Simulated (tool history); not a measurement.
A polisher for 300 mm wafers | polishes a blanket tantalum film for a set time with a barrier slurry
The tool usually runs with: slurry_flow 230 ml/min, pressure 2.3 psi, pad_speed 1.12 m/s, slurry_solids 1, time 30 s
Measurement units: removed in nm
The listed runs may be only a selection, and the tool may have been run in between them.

run,hour,slurry_flow,pressure,pad_speed,slurry_solids,time,"incoming thickness of the incoming film, nm",removed
1,0,230,2.3,1.12,1,30,471.5,66.2
2,98.1,230,2.3,1.12,1,30,472.2,66.6
3,193.1,230,2.3,1.12,1,30,469.7,66.7
# hour 249.7: slurry blender recalibrated
4,269.3,230,2.3,1.12,1,30,477.3,71.5
# hour 295.9: slurry nozzle cleaned
5,309.4,230,2.3,1.12,1.1,30,467.1,73
6,364,230,2.3,1.12,1.1,30,467.8,71.9
# hour 470: worn pad replaced by a new one
7,663,230,2.3,1.12,1.1,30,471,70.4
# hour 694.7: head pressure recalibrated
8,824.9,230,2.3,1.12,1,30,469.8,66.9
9,881.8,230,2.3,1.12,1,30,472.7,66.9
# hour 924: slurry blender recalibrated
10,939.1,230,2.3,1.12,1,30,469.1,72.6
# hour 975.7: slurry nozzle cleaned
11,1235.9,230,2.3,0.92,1.3,30,461.4,63.3
# hour 1247: worn pad replaced by a new one, of another model than before
12,1322.6,230,2.3,1.12,1,20,470.5,45.4
13,1367.6,230,2.3,1.12,1,30,468.2,67.8
14,1468.1,265,2.6,1.12,1,30,464.3,74.7
15,1509.8,230,1.7,1.12,0.7,30,464.2,47.5
16,1562,230,2.3,1.12,1,30,469.2,67.4
17,1616.2,230,2.3,1.12,1,30,463.9,66.3
# hour 1621.5: head pressure recalibrated
# hour 1654.4: slurry nozzle cleaned
18,1697.9,295,2.9,0.94,1,30,469.2,74.9

Run 19 has not been measured yet. What should we expect?
# hour 1710: slurry blender recalibrated
19,1966.5,230,2.3,1.12,1,30,471.7,?

removed: 68.4 nm
Were there no unlogged condition in the tool, this run, its random variation unchanged, would have produced removed 72.7 nm.
